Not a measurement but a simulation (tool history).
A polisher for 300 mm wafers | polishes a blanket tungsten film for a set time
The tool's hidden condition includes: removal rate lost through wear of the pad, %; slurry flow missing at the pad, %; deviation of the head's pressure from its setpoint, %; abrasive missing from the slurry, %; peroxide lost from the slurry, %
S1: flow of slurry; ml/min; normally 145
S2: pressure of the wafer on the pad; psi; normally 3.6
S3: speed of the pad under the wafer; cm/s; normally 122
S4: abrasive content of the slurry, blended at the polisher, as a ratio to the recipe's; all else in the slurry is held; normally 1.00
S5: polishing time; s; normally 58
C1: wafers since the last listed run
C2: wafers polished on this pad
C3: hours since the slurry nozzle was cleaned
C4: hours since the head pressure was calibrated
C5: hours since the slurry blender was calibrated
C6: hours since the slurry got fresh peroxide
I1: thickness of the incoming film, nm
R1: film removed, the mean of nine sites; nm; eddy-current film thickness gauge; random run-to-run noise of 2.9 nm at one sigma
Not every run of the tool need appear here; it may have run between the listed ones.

run 1 day=0.000 | S1=145 S2=3.6 S3=146 S4=1.00 S5=58 | C1=0 C2=3919 C3=585.7 C4=342.4 C5=255.4 C6=43.6 | I1=1335.0 | R1=425.1
run 2 day=2.329 | S1=145 S2=3.6 S3=134 S4=1.00 S5=58 | C1=766 C2=4685 C3=641.6 C4=398.3 C5=311.3 C6=99.5 | I1=1325.6 | R1=393.9
run 3 day=3.446 | S1=145 S2=3.6 S3=122 S4=1.00 S5=58 | C1=367 C2=5053 C3=668.4 C4=425.1 C5=338.1 C6=126.3 | I1=1341.1 | R1=358.2
run 4 day=4.821 | S1=165 S2=3.6 S3=122 S4=1.00 S5=58 | C1=452 C2=5505 C3=701.4 C4=458.1 C5=371.1 C6=159.3 | I1=1350.3 | R1=362.6
-- day=6.908 slurry blender recalibrated
-- day=8.821 worn pad replaced by a new one
run 5 day=8.842 | S1=145 S2=4.7 S3=122 S4=1.00 S5=58 | C1=1240 C2=7 C3=797.9 C4=554.6 C5=46.4 C6=255.8 | I1=1337.8 | R1=467.3
-- day=9.917 slurry nozzle cleaned
run 6 day=12.529 | S1=145 S2=3.6 S3=122 S4=1.00 S5=58 | C1=1199 C2=1206 C3=62.7 C4=643.1 C5=134.9 C6=344.3 | I1=1319.4 | R1=349.6
-- day=14.725 head pressure recalibrated
run 7 day=15.479 | S1=125 S2=3.6 S3=104 S4=1.00 S5=58 | C1=942 C2=2149 C3=133.5 C4=18.1 C5=205.7 C6=415.1 | I1=1344.7 | R1=303.5
run 8 day=16.692 | S1=145 S2=3.2 S3=122 S4=1.00 S5=46 | C1=398 C2=2548 C3=162.6 C4=47.2 C5=234.8 C6=444.2 | I1=1341.2 | R1=247.4
run 9 day=19.183 | S1=170 S2=3.6 S3=136 S4=0.80 S5=58 | C1=819 C2=3368 C3=222.4 C4=107.0 C5=294.6 C6=504.0 | I1=1314.8 | R1=383.0
run 10 day=20.621 | S1=145 S2=3.6 S3=122 S4=1.00 S5=58 | C1=472 C2=3841 C3=256.9 C4=141.5 C5=329.1 C6=538.5 | I1=1336.4 | R1=347.9
-- day=20.725 slurry tank refilled with fresh slurry and peroxide
run 11 day=23.192 | S1=145 S2=3.6 S3=122 S4=0.80 S5=58 | C1=831 C2=4673 C3=318.6 C4=203.2 C5=390.8 C6=59.2 | I1=1340.1 | R1=352.4
-- day=23.854 slurry blender recalibrated
run 12 day=25.317 | S1=170 S2=3.6 S3=122 S4=1.25 S5=58 | C1=671 C2=5344 C3=369.6 C4=254.2 C5=35.1 C6=110.2 | I1=1344.2 | R1=378.0
run 13 day=27.638 | S1=145 S2=3.6 S3=122 S4=1.00 S5=52 | C1=763 C2=6108 C3=425.3 C4=309.9 C5=90.8 C6=165.9 | I1=1309.0 | R1=323.5
run 14 day=29.225 | S1=145 S2=2.8 S3=110 S4=1.10 S5=71 | C1=522 C2=6630 C3=463.4 C4=348.0 C5=128.9 C6=204.0 | I1=1327.7 | R1=320.5
-- day=30.429 worn pad replaced by a new one
run 15 day=31.892 | S1=145 S2=3.6 S3=122 S4=1.00 S5=58 | C1=822 C2=481 C3=527.4 C4=412.0 C5=192.9 C6=268.0 | I1=1313.6 | R1=356.5
run 16 day=34.225 | S1=145 S2=2.6 S3=122 S4=1.00 S5=53 | C1=767 C2=1249 C3=583.4 C4=468.0 C5=248.9 C6=324.0 | I1=1322.7 | R1=236.8
run 17 day=36.371 | S1=145 S2=3.6 S3=122 S4=1.00 S5=58 | C1=705 C2=1955 C3=634.9 C4=519.5 C5=300.4 C6=375.5 | I1=1344.8 | R1=352.3
-- day=38.042 slurry nozzle cleaned
-- day=38.425 slurry tank refilled with fresh slurry and peroxide
run 18 day=38.658 | S1=145 S2=2.7 S3=160 S4=1.00 S5=58 | C1=725 C2=2680 C3=14.8 C4=574.4 C5=355.3 C6=5.6 | I1=1313.6 | R1=344.7
-- day=40.992 head pressure recalibrated
run 19 day=41.554 | S1=105 S2=2.4 S3=122 S4=1.00 S5=58 | C1=925 C2=3605 C3=84.3 C4=13.5 C5=424.8 C6=75.1 | I1=1338.9 | R1=227.6
run 20 day=42.650 | S1=115 S2=3.6 S3=122 S4=1.25 S5=58 | C1=360 C2=3965 C3=110.6 C4=39.8 C5=451.1 C6=101.4 | I1=1335.1 | R1=359.6
-- day=44.050 slurry blender recalibrated
run 21 day=44.425 | S1=190 S2=3.0 S3=154 S4=1.00 S5=58 | C1=556 C2=4522 C3=153.2 C4=82.4 C5=9.0 C6=144.0 | I1=1336.5 | R1=372.9
run 22 day=46.333 | S1=145 S2=3.2 S3=122 S4=1.00 S5=58 | C1=627 C2=5149 C3=199.0 C4=128.2 C5=54.8 C6=189.8 | I1=1320.2 | R1=314.1
run 23 day=49.267 | S1=145 S2=3.6 S3=122 S4=1.00 S5=58 | C1=964 C2=6114 C3=269.4 C4=198.6 C5=125.2 C6=260.2 | I1=1338.0 | R1=351.9
-- day=50.588 worn pad replaced by a new one
run 24 day=51.362 | S1=110 S2=3.6 S3=158 S4=0.75 S5=53 | C1=634 C2=254 C3=319.7 C4=248.9 C5=175.5 C6=310.5 | I1=1320.5 | R1=356.8
run 25 day=53.717 | S1=145 S2=3.6 S3=122 S4=0.80 S5=42 | C1=774 C2=1029 C3=376.2 C4=305.4 C5=232.0 C6=367.0 | I1=1332.8 | R1=249.3
run 26 day=54.783 | S1=145 S2=3.6 S3=122 S4=1.00 S5=58 | C1=350 C2=1380 C3=401.8 C4=331.0 C5=257.6 C6=392.6 | I1=1318.3 | R1=356.2

Below, each run's measurement less what the same run would have read without the hidden state. Both values contain the same run-to-run variation, but the gauge's scatter may not be the same in both:
run=1 R1=-8.4
run=2 R1=-13.6
run=3 R1=-14.3
run=4 R1=-16.7
run=5 R1=-27.0
run=6 R1=-22.4
run=7 R1=-20.4
run=8 R1=-16.9
run=9 R1=-26.7
run=10 R1=-24.5
run=11 R1=-10.4
run=12 R1=-15.9
run=13 R1=-17.0
run=14 R1=-18.5
run=15 R1=-23.1
run=16 R1=-16.4
run=17 R1=-25.3
run=18 R1=-3.4
run=19 R1=-7.2
run=20 R1=-13.5
run=21 R1=-17.2
run=22 R1=-16.7
run=23 R1=-21.5
run=24 R1=-23.2
run=25 R1=-17.1
run=26 R1=-24.8

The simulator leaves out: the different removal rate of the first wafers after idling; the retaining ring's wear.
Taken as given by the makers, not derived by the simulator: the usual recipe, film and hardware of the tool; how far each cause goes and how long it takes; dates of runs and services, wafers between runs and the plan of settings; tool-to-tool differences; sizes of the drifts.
